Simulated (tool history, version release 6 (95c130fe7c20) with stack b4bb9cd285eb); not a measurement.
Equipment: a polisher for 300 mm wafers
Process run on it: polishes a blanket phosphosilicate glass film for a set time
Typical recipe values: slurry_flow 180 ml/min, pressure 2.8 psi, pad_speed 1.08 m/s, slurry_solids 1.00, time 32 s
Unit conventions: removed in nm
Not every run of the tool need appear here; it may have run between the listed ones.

run	hour	slurry_flow	pressure	pad_speed	slurry_solids	time	wafers since the last listed run	wafers polished on this pad	hours since the slurry nozzle was cleaned	hours since the head pressure was calibrated	hours since the slurry blender was calibrated	hours since the conditioning disc was replaced	incoming thickness of the incoming film, nm	removed
1	0.0	180	2.8	1.08	1.00	32	0	1396	538.8	718.2	120.3	132.0	2397.4	219.3
2	85.0	180	2.8	1.08	1.00	32	618	2014	623.8	803.2	205.3	217.0	2394.8	218.2
# hour 91.1: worn pad replaced by a new one
3	133.0	180	2.8	1.08	1.00	32	320	305	671.8	851.2	253.3	265.0	2359.8	222.1
# hour 171.2: conditioning disc replaced and pad reconditioned
# hour 184.7: slurry blender recalibrated
4	227.2	180	2.8	1.08	1.00	32	656	961	766.0	945.4	42.5	56.0	2398.1	209.9
# hour 264.6: slurry nozzle cleaned
5	270.2	180	2.8	1.08	1.00	32	305	1267	5.6	988.4	85.5	99.0	2355.3	233.4
# hour 343.4: worn pad replaced by a new one
# hour 431.4: conditioning disc replaced and pad reconditioned
# hour 468.9: slurry blender recalibrated
6	498.8	180	2.8	1.08	1.00	32	1606	1102	234.2	1217.0	29.9	67.4	2364.4	227.2
7	551.4	180	2.8	1.08	1.00	32	383	1485	286.8	1269.6	82.5	120.0	2378.0	219.7
# hour 582.4: head pressure recalibrated
8	637.1	180	2.8	1.08	1.20	32	609	2095	372.5	54.7	168.2	205.7	2381.8	237.2
# hour 642.0: worn pad replaced by a new one
9	727.3	180	2.8	1.08	1.00	32	627	621	462.7	144.9	258.4	295.9	2398.8	217.5
# hour 729.8: conditioning disc replaced and pad reconditioned
# hour 734.8: slurry blender recalibrated
10	819.0	180	1.9	1.08	1.00	41	638	1260	554.4	236.6	84.2	89.2	2412.2	185.7
11	895.0	225	3.7	1.22	1.00	23	553	1813	630.4	312.6	160.2	165.2	2337.0	239.8
# hour 948.1: worn pad replaced by a new one
12	949.3	180	2.8	1.08	1.00	32	366	8	684.7	366.9	214.5	219.5	2385.8	209.6
# hour 973.5: conditioning disc replaced and pad reconditioned
# hour 1011.4: slurry nozzle cleaned
# hour 1022.0: slurry blender recalibrated
13	1025.9	180	2.8	1.08	1.00	32	521	530	14.5	443.5	3.9	52.4	2357.2	233.6
14	1082.7	180	2.8	0.76	1.00	32	413	943	71.3	500.3	60.7	109.2	2419.6	175.9
15	1165.1	180	2.8	0.88	1.00	32	600	1543	153.7	582.7	143.1	191.6	2369.0	195.1
# hour 1227.8: worn pad replaced by a new one
# hour 1248.3: conditioning disc replaced and pad reconditioned
16	1257.1	210	2.1	1.08	0.85	32	626	199	245.7	674.7	235.1	8.8	2391.8	156.4
# hour 1321.6: slurry blender recalibrated
17	1357.2	155	2.8	1.24	1.20	26	714	913	345.8	774.8	35.6	108.9	2399.0	216.4

Here are 4 independent what-if runs from the current tool condition. What would each one return?
A	1357.6	180	2.8	1.08	1.00	32	2	916	346.2	775.2	36.0	109.3	2359.2	?
B	1357.6	140	2.8	0.92	0.75	21	2	916	346.2	775.2	36.0	109.3	2359.2	?
C	1357.6	180	2.8	1.08	0.90	41	2	916	346.2	775.2	36.0	109.3	2359.2	?
D	1357.6	180	2.2	1.24	0.80	36	2	916	346.2	775.2	36.0	109.3	2359.2	?

run	removed
A	223.4
B	104.9
C	270.5
D	193.4
What these runs would have given with no unlogged condition in the tool:
run	removed
A	232.0
B	109.9
C	280.9
D	200.8

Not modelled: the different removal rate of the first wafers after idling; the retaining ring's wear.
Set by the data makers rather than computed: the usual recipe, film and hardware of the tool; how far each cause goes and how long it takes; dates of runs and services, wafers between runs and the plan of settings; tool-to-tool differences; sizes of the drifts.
